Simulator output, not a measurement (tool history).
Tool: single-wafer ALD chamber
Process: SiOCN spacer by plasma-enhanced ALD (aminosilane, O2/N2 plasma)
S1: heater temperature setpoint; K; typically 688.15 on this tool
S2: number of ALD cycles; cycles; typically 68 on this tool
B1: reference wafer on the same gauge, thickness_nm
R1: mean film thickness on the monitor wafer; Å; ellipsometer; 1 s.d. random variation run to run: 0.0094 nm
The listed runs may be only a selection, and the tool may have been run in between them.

run 1 day=0 | S1=688.15 S2=68 | B1=3.749 | R1=37.77
run 2 day=3.596 | S1=688.15 S2=68 | B1=3.749 | R1=37.98
run 3 day=9.254 | S1=688.15 S2=68 | B1=3.75 | R1=37.8
run 4 day=11.158 | S1=688.15 S2=68 | B1=3.748 | R1=37.86
run 5 day=15.158 | S1=688.15 S2=68 | B1=3.749 | R1=38.02
run 6 day=27.55 | S1=688.15 S2=68 | B1=3.75 | R1=37.99
run 7 day=30.7 | S1=688.15 S2=68 | B1=3.751 | R1=38.01
run 8 day=35.15 | S1=684.15 S2=68 | B1=3.75 | R1=38.43
run 9 day=39.2 | S1=684.15 S2=68 | B1=3.751 | R1=38.49
run 10 day=41.262 | S1=688.15 S2=68 | B1=3.747 | R1=38.18
run 11 day=43.458 | S1=688.15 S2=68 | B1=3.752 | R1=38.05
run 12 day=46.254 | S1=691.15 S2=63 | B1=3.751 | R1=34.97
run 13 day=49.588 | S1=691.15 S2=63 | B1=3.75 | R1=35.09
run 14 day=53.512 | S1=693.15 S2=76 | B1=3.749 | R1=41.96
run 15 day=57.933 | S1=688.15 S2=68 | B1=3.75 | R1=38.28
run 16 day=59.938 | S1=688.15 S2=68 | B1=3.75 | R1=38.03
run 17 day=63.383 | S1=688.15 S2=68 | B1=3.748 | R1=38.25
run 18 day=66.946 | S1=688.15 S2=64 | B1=3.75 | R1=36.19
run 19 day=68.617 | S1=688.15 S2=64 | B1=3.75 | R1=36.12
run 20 day=72.312 | S1=688.15 S2=68 | B1=3.75 | R1=38.51
run 21 day=73.954 | S1=688.15 S2=68 | B1=3.749 | R1=38.41
run 22 day=78.346 | S1=702.15 S2=79 | B1=3.75 | R1=42.93
-- day=82.35 thermocouple changed; heater temperature recalibrated
run 23 day=82.579 | S1=679.15 S2=60 | B1=3.75 | R1=34.05
run 24 day=86.138 | S1=684.15 S2=62 | B1=3.75 | R1=34.69
-- day=87.783 gauge calibrated
run 25 day=97.367 | S1=697.15 S2=64 | B1=3.751 | R1=34.62
run 26 day=99.892 | S1=688.15 S2=76 | B1=3.751 | R1=42.16
run 27 day=101.796 | S1=693.15 S2=77 | B1=3.751 | R1=42.22
run 28 day=106.271 | S1=688.15 S2=68 | B1=3.754 | R1=37.54
run 29 day=108.883 | S1=688.15 S2=68 | B1=3.749 | R1=37.86
run 30 day=113.138 | S1=684.15 S2=68 | B1=3.75 | R1=38.17
run 31 day=117.521 | S1=697.15 S2=79 | B1=3.749 | R1=42.82
run 32 day=121.179 | S1=688.15 S2=68 | B1=3.749 | R1=37.73
run 33 day=123.238 | S1=694.15 S2=80 | B1=3.752 | R1=43.69
run 34 day=127.354 | S1=697.15 S2=68 | B1=3.751 | R1=36.89
run 35 day=129.796 | S1=681.15 S2=80 | B1=3.752 | R1=45.47
run 36 day=133.779 | S1=680.15 S2=62 | B1=3.749 | R1=35.14
run 37 day=136.796 | S1=678.15 S2=55 | B1=3.751 | R1=31.5
run 38 day=138.854 | S1=684.15 S2=74 | B1=3.751 | R1=41.86
run 39 day=141.967 | S1=688.15 S2=68 | B1=3.749 | R1=38.03
run 40 day=145.688 | S1=696.15 S2=63 | B1=3.752 | R1=34.43
run 41 day=148.375 | S1=703.15 S2=68 | B1=3.747 | R1=36.33
run 42 day=150.9 | S1=694.15 S2=74 | B1=3.749 | R1=40.91

The tool's hidden state at each run:
gauge reads high (%): 0 on each run
H1: wafer temperature above the value expected at the setpoint (K)
run=1 H1=-0.948
run=2 H1=-1.06
run=3 H1=-1.26
run=4 H1=-1.34
run=5 H1=-1.51
run=6 H1=-2.16
run=7 H1=-2.36
run=8 H1=-2.65
run=9 H1=-2.93
run=10 H1=-3.09
run=11 H1=-3.26
run=12 H1=-3.48
run=13 H1=-3.75
run=14 H1=-4.1
run=15 H1=-4.5
run=16 H1=-4.69
run=17 H1=-5.03
run=18 H1=-5.4
run=19 H1=-5.57
run=20 H1=-5.97
run=21 H1=-6.16
run=22 H1=-6.66
run=23 H1=0.0215
run=24 H1=0.0134
run=25 H1=-0.106
run=26 H1=-0.153
run=27 H1=-0.193
run=28 H1=-0.303
run=29 H1=-0.378
run=30 H1=-0.516
run=31 H1=-0.681
run=32 H1=-0.834
run=33 H1=-0.927
run=34 H1=-1.13
run=35 H1=-1.26
run=36 H1=-1.48
run=37 H1=-1.66
run=38 H1=-1.79
run=39 H1=-2
run=40 H1=-2.26
run=41 H1=-2.45
run=42 H1=-2.65
